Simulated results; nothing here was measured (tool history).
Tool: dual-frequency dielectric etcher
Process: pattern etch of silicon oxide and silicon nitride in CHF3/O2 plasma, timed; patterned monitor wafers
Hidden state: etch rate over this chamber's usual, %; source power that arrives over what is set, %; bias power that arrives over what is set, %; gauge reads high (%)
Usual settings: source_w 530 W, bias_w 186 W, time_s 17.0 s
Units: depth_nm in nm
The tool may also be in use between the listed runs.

run,hour,source_w,bias_w,time_s,wafers since the last listed run,hours since the last wet clean,hours since the last source power generator calibration,hours since the last bias power generator calibration,hours since the last upper electrode change,hours since the gauge calibration,"read-back reference wafer on the same gauge, depth_nm",depth_nm
1,0.0,590,186,17.0,0,503.5,3431.3,3235.8,2252.2,411.7,24.51,23.32
2,16.0,530,186,14.0,260,519.5,3447.3,3251.8,2268.2,427.7,24.50,18.61
3,26.1,530,186,17.0,164,529.6,3457.4,3261.9,2278.3,437.8,24.48,22.70
4,66.1,530,186,17.0,650,569.6,3497.4,3301.9,2318.3,477.8,24.55,22.55
5,82.3,530,186,19.5,263,585.8,3513.6,3318.1,2334.5,494.0,24.49,25.96
6,94.8,530,186,17.0,203,598.3,3526.1,3330.6,2347.0,506.5,24.46,22.79
# hour 121.3: upper electrode replaced
# hour 133.0: gauge calibrated
7,142.2,650,219,17.0,380,645.7,3573.5,3378.0,20.9,9.2,24.42,25.31
# hour 154.8: source power generator calibrated
# hour 164.0: bias power generator calibrated
# hour 170.5: wet clean of the chamber
8,171.0,530,163,21.0,231,0.5,16.2,7.0,49.7,38.0,24.45,27.19
9,173.0,470,221,17.0,32,2.5,18.2,9.0,51.7,40.0,24.54,23.00
10,184.8,530,186,17.0,191,14.3,30.0,20.8,63.5,51.8,24.46,22.74
11,219.7,410,186,21.5,567,49.2,64.9,55.7,98.4,86.7,24.48,26.65
12,235.7,530,186,17.0,260,65.2,80.9,71.7,114.4,102.7,24.47,22.74
13,242.8,580,217,15.0,115,72.3,88.0,78.8,121.5,109.8,24.51,21.45
14,260.2,630,186,13.5,282,89.7,105.4,96.2,138.9,127.2,24.46,18.97
15,271.5,410,153,17.0,183,101.0,116.7,107.5,150.2,138.5,24.53,20.20
16,277.7,530,186,17.0,100,107.2,122.9,113.7,156.4,144.7,24.45,22.67
17,294.3,530,186,17.0,269,123.8,139.5,130.3,173.0,161.3,24.51,22.53
18,305.1,530,206,13.0,175,134.6,150.3,141.1,183.8,172.1,24.53,17.82
19,316.2,530,156,19.0,180,145.7,161.4,152.2,194.9,183.2,24.52,24.38
20,328.8,530,215,17.0,204,158.3,174.0,164.8,207.5,195.8,24.44,23.68
21,336.8,430,186,14.0,130,166.3,182.0,172.8,215.5,203.8,24.51,17.44
22,352.0,590,199,20.5,247,181.5,197.2,188.0,230.7,219.0,24.49,28.75
23,366.6,530,219,14.0,237,196.1,211.8,202.6,245.3,233.6,24.54,19.44
24,374.1,450,210,12.0,121,203.6,219.3,210.1,252.8,241.1,24.54,15.83
25,382.9,600,207,21.0,143,212.4,228.1,218.9,261.6,249.9,24.52,29.74
26,391.9,590,186,17.0,146,221.4,237.1,227.9,270.6,258.9,24.52,23.26
27,401.3,530,186,17.0,152,230.8,246.5,237.3,280.0,268.3,24.52,22.82
28,410.5,530,202,15.5,149,240.0,255.7,246.5,289.2,277.5,24.45,21.13
29,422.8,570,172,20.0,199,252.3,268.0,258.8,301.5,289.8,24.48,26.84
30,433.2,430,186,21.5,169,262.7,278.4,269.2,311.9,300.2,24.46,27.31

What the log doesn't show, run by run:
etch rate over this chamber's usual, %: 0 in every run
source power that arrives over what is set, %: 0 in every run
bias power that arrives over what is set, %: 0 in every run
gauge reads high (%): 0 in every run
